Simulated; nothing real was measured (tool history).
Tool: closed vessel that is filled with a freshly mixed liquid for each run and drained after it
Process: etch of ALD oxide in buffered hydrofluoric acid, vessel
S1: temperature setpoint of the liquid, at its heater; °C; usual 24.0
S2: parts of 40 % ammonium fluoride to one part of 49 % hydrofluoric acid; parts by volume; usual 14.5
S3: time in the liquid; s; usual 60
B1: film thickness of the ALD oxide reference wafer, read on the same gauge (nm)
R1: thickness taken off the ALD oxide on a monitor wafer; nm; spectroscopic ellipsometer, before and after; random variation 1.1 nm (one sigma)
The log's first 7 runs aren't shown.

Run 8, day 3.433: usual settings but S3 65 s; B1 80.01. Result: R1 163.04 nm.
Run 9, day 3.829: usual settings but S3 65 s; B1 80.01. Result: R1 164.28 nm.
Run 10, day 4.550: usual settings but S3 65 s; B1 80.00. Result: R1 162.21 nm.
Run 11, day 4.825: usual settings but S3 35 s; B1 79.98. Result: R1 87.39 nm.
At day 5.129: hydrofluoric acid flow meter replaced.
Run 12, day 5.292: usual settings but S1 22.0 °C, S2 17.0 parts by volume, S3 95 s; B1 80.00. Result: R1 181.51 nm.
Run 13, day 5.904: usual settings; B1 79.98. Result: R1 149.59 nm.
Run 14, day 6.275: usual settings but S1 26.0 °C, S2 16.5 parts by volume, S3 90 s; B1 79.98. Result: R1 220.65 nm.
Run 15, day 6.679: usual settings but S1 25.5 °C, S2 19.5 parts by volume, S3 50 s; B1 80.01. Result: R1 100.96 nm.
Run 16, day 7.362: usual settings but S1 22.0 °C, S2 16.5 parts by volume; B1 80.00. Result: R1 117.42 nm.
Run 17, day 8.038: usual settings but S2 16.5 parts by volume; B1 80.01. Result: R1 130.73 nm.
Run 18, day 8.667: usual settings but S1 21.5 °C, S2 18.5 parts by volume; B1 80.05. Result: R1 102.80 nm.
At day 8.783: thermometer replaced.
Run 19, day 8.921: usual settings; B1 80.02. Result: R1 149.64 nm.
Run 20, day 9.783: usual settings; B1 80.00. Result: R1 152.06 nm.
Run 21, day 10.504: usual settings; B1 80.01. Result: R1 151.19 nm.
Run 22, day 11.058: usual settings; B1 79.99. Result: R1 148.69 nm.
At day 11.129: gauge calibrated.
Run 23, day 11.583: usual settings but S2 17.5 parts by volume; B1 79.98. Result: R1 124.12 nm.
Run 24, day 12.333: usual settings but S1 26.0 °C, S2 10.0 parts by volume, S3 80 s; B1 80.01. Result: R1 318.55 nm.
Run 25, day 12.671: usual settings but S2 10.0 parts by volume, S3 30 s; B1 80.02. Result: R1 107.63 nm.
Run 26, day 13.288: usual settings but S1 28.5 °C, S2 9.0 parts by volume, S3 75 s; B1 80.01. Result: R1 365.81 nm.
Run 27, day 13.800: usual settings; B1 79.94. Result: R1 147.97 nm.
Run 28, day 15.621: usual settings but S1 27.0 °C, S3 35 s; B1 80.05. Result: R1 103.92 nm.
Run 29, day 16.325: usual settings but S1 20.5 °C, S2 10.5 parts by volume, S3 30 s; B1 79.98. Result: R1 85.37 nm.
Run 30, day 16.800: usual settings but S1 25.5 °C, S2 9.5 parts by volume; B1 79.98. Result: R1 243.51 nm.
Run 31, day 17.488: usual settings but S1 29.0 °C, S2 13.0 parts by volume, S3 95 s; B1 80.02. Result: R1 344.90 nm.

The next listed run, before its measurement:
Run 32, day 17.875: usual settings but S1 28.0 °C, S2 12.5 parts by volume, S3 70 s; B1 ?. Result: R1 ?.

{"run 32": {"B1": 80.03, "R1": 249.99}}
Without the tool's hidden state the same run would have given R1 249.99 nm.

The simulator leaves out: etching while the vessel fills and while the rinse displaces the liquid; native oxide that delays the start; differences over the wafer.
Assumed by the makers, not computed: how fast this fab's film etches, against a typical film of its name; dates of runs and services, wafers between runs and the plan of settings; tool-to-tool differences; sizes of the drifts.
